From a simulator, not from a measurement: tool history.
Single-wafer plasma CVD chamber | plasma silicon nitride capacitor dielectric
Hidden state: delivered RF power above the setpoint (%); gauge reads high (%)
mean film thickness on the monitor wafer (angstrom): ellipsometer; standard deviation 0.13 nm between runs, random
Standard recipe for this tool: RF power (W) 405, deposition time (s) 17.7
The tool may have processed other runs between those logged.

run    hour  RF power (W)  deposition time (s)  wafers since the last listed run  hours since the last RF generator calibration  hours since the showerhead was replaced  hours since the gauge calibration  read-back reference wafer on the same gauge, thickness_nm  mean film thickness on the monitor wafer (angstrom)
  1       0           405                 17.7                                 0                                         1500.3                                      115                              747.1                                                      29.24                                               245.41
  2    90.1           455                 17.7                              1927                                         1590.4                                    205.1                              837.2                                                     29.358                                               253.19
  3   167.2           405                 17.7                              1649                                         1667.5                                    282.2                              914.3                                                     29.338                                               244.48
  4   219.1           405                 17.7                              1110                                         1719.4                                    334.1                              966.2                                                     29.325                                               245.87
      266.6  -- RF generator calibrated
  5   295.8           405                 17.7                              1469                                           29.2                                    410.8                             1042.9                                                     29.324                                               253.54
  6   391.3           405                 19.2                              2043                                          124.7                                    506.3                             1138.4                                                     29.323                                                271.9
  7   438.5           405                 19.2                              1009                                          171.9                                    553.5                             1185.6                                                     29.328                                               270.58
  8   517.6           405                 17.7                              1692                                            251                                    632.6                             1264.7                                                     29.311                                               249.77
  9   623.2           405                 17.7                              2259                                          356.6                                    738.2                             1370.3                                                     29.318                                               249.22
 10   677.5           405                 17.7                              1161                                          410.9                                    792.5                             1424.6                                                     29.292                                               249.59
 11   735.7           405                 17.7                              1245                                          469.1                                    850.7                             1482.8                                                     29.311                                               249.01
 12   835.8           405                 17.7                              2141                                          569.2                                    950.8                             1582.9                                                     29.289                                               247.56
 13   882.3           405                 17.7                               994                                          615.7                                    997.3                             1629.4                                                     29.277                                               251.24
 14     943           405                 17.7                              1298                                          676.4                                     1058                             1690.1                                                     29.379                                               253.12
 15   980.6           405                 17.7                               804                                            714                                   1095.6                             1727.7                                                     29.307                                               249.13
 16  1060.4           405                 17.7                              1707                                          793.8                                   1175.4                             1807.5                                                     29.349                                               251.21
 17  1146.3           405                 17.7                              1837                                          879.7                                   1261.3                             1893.4                                                     29.267                                               249.76
 18  1218.1           365                 17.7                              1536                                          951.5                                   1333.1                             1965.2                                                     29.253                                               241.15
 19  1289.9           365                 17.7                              1536                                         1023.3                                   1404.9                               2037                                                     29.287                                               240.91
 20  1365.9           430                 15.4                              1625                                         1099.3                                   1480.9                               2113                                                     29.271                                               219.15
 21  1440.4           405                 17.7                              1593                                         1173.8                                   1555.4                             2187.5                                                     29.254                                               248.66
 22    1500           405                 19.4                              1275                                         1233.4                                     1615                             2247.1                                                     29.373                                               271.49
 23  1604.5           380                 16.7                              2235                                         1337.9                                   1719.5                             2351.6                                                     29.337                                               229.07
 24  1680.9           405                   20                              1634                                         1414.3                                   1795.9                               2428                                                     29.348                                               277.32
 25  1779.2           405                 17.7                              2103                                         1512.6                                   1894.2                             2526.3                                                     29.301                                               246.43
 26  1873.8           405                 15.2                              2023                                         1607.2                                   1988.8                             2620.9                                                     29.298                                               211.08
     2090.8  -- RF generator calibrated
 27  2124.6           405                 17.7                              5194                                           33.8                                   2239.6                             2871.7                                                     29.319                                               249.83
 28  2194.9           405                 17.7                              1503                                          104.1                                   2309.9                               2942                                                     29.241                                               250.55
 29  2246.3           405                 19.2                              1099                                          155.5                                   2361.3                             2993.4                                                     29.253                                               271.44
 30    2308           450                 15.7                              1319                                          217.2                                     2423                             3055.1                                                     29.276                                               229.38
 31  2396.4           425                 17.7                              1891                                          305.6                                   2511.4                             3143.5                                                     29.247                                               254.98
     2424.9  -- gauge calibrated
 32  2462.2           465                 15.7                              1407                                          371.4                                   2577.2                               37.3                                                       29.2                                               231.78
 33  2519.4           405                 17.7                              1223                                          428.6                                   2634.4                               94.5                                                     29.232                                               250.61
 34  2594.3           405                 17.7                              1602                                          503.5                                   2709.3                              169.4                                                     29.315                                               249.38
     2669.9  -- showerhead replaced
 35    2698           480                 14.4                              2047                                          607.2                                     28.1                              273.1                                                     29.311                                               216.33
 36  2791.3           445                 14.4                              1996                                          700.5                                    121.4                              366.4                                                     29.288                                               209.15
 37  2896.5           370                 17.7                              2250                                          805.7                                    226.6                              471.6                                                     29.312                                               242.46
 38    2962           405                 17.7                              1401                                          871.2                                    292.1                              537.1                                                     29.383                                               249.18
 39  3035.1           405                 17.7                              1563                                          944.3                                    365.2                              610.2                                                     29.301                                                246.6
 40  3073.7           470                 17.7                               825                                          982.9                                    403.8                              648.8                                                     29.288                                               259.94
 41  3131.5           365                 18.7                              1236                                         1040.7                                    461.6                              706.6                                                     29.274                                               254.66
 42  3224.3           405                 17.7                              1985                                         1133.5                                    554.4                              799.4                                                     29.244                                               246.98
 43    3322           435                 18.9                              2090                                         1231.2                                    652.1                              897.1                                                     29.273                                               269.74
 44  3395.5           350                 16.6                              1572                                         1304.7                                    725.6                              970.6                                                     29.278                                               220.19

Hidden condition of the tool, last listed run before each entry between runs versus first listed run after:
Run 4 -> run 5: RF generator calibrated (hour 266.6)
  delivered RF power above the setpoint (%): -8.18 -> -0.216
  measured value less the no-hidden-state value, mean film thickness on the monitor wafer (angstrom): -6.75 -> -0.17
Run 26 -> run 27: RF generator calibrated (hour 2090.8)
  delivered RF power above the setpoint (%): -7.15 -> -0.662
  measured value less the no-hidden-state value, mean film thickness on the monitor wafer (angstrom): -5.02 -> -0.52
Run 31 -> run 32: gauge calibrated (hour 2424.9)
  delivered RF power above the setpoint (%): -0.91 -> -1.03
  measured value less the no-hidden-state value, mean film thickness on the monitor wafer (angstrom): -0.74 -> -0.76
Run 34 -> run 35: showerhead replaced (hour 2669.9)
  delivered RF power above the setpoint (%): -1.34 -> -1.65
  measured value less the no-hidden-state value, mean film thickness on the monitor wafer (angstrom): -1.06 -> -1.14

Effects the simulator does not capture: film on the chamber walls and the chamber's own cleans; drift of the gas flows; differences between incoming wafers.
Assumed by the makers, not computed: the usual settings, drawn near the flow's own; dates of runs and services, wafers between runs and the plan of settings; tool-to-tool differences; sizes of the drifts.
